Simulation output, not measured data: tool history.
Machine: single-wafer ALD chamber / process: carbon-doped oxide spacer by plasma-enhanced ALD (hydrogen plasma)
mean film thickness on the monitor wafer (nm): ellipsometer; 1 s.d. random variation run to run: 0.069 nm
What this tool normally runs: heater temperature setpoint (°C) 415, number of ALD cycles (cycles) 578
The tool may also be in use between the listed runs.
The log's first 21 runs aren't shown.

| run | hour | heater temperature setpoint (°C) | number of ALD cycles (cycles) | read-back reference wafer on the same gauge, thickness_nm | mean film thickness on the monitor wafer (nm) |
|---|---|---|---|---|---|
| 22 | 282.8 | 415 | 578 | 32.298 | 27.651 |
| 23 | 300.2 | 415 | 578 | 32.368 | 27.863 |
| 24 | 316.1 | 424 | 678 | 32.37 | 31.632 |
| 25 | 331.7 | 415 | 578 | 32.426 | 27.821 |
| 26 | 349.3 | 415 | 578 | 32.448 | 27.877 |
| 27 | 364.2 | 415 | 578 | 32.465 | 27.954 |
| 28 | 388.3 | 415 | 663 | 32.499 | 31.969 |
| 29 | 414.9 | 411 | 657 | 32.535 | 32.196 |
|  | 442.5 | thermocouple changed; heater temperature recalibrated |
| 30 | 450.5 | 415 | 578 | 32.552 | 28.024 |
| 31 | 465.6 | 415 | 578 | 32.576 | 27.895 |
| 32 | 472.7 | 421 | 533 | 32.566 | 25.226 |
| 33 | 484.4 | 401 | 626 | 32.574 | 31.686 |
| 34 | 494.6 | 415 | 578 | 32.595 | 28.013 |
| 35 | 501.8 | 424 | 486 | 32.578 | 22.716 |
| 36 | 514.2 | 403 | 548 | 32.603 | 27.732 |
| 37 | 529.1 | 404 | 578 | 32.598 | 29.067 |
| 38 | 544.1 | 426 | 540 | 32.585 | 25.195 |
| 39 | 561 | 415 | 506 | 32.592 | 24.513 |
| 40 | 571 | 415 | 493 | 32.62 | 23.781 |
| 41 | 579.7 | 400 | 475 | 32.598 | 24.151 |
| 42 | 586.1 | 419 | 661 | 32.616 | 31.634 |
| 43 | 593.1 | 415 | 578 | 32.61 | 27.848 |
|  | 601.4 | gauge calibrated |
| 44 | 609.8 | 411 | 655 | 32.067 | 31.56 |
| 45 | 621.8 | 415 | 578 | 32.11 | 27.477 |

4 options for the next run, each taken on its own from the tool as it stands now. Forecast them:
| A | 623.1 | 415 | 578 | ? | ? |
| B | 623.1 | 421 | 482 | ? | ? |
| C | 623.1 | 403 | 679 | ? | ? |
| D | 623.1 | 401 | 476 | ? | ? |

| run | read-back reference wafer on the same gauge, thickness_nm | mean film thickness on the monitor wafer (nm) |
|---|---|---|
| A | 32.098 | 27.57 |
| B | 32.098 | 22.497 |
| C | 32.098 | 33.779 |
| D | 32.098 | 23.774 |
Without the tool's unlogged condition, the same runs would have read:
| run | mean film thickness on the monitor wafer (nm) |
|---|---|
| A | 27.569 |
| B | 22.496 |
| C | 33.778 |
| D | 23.773 |
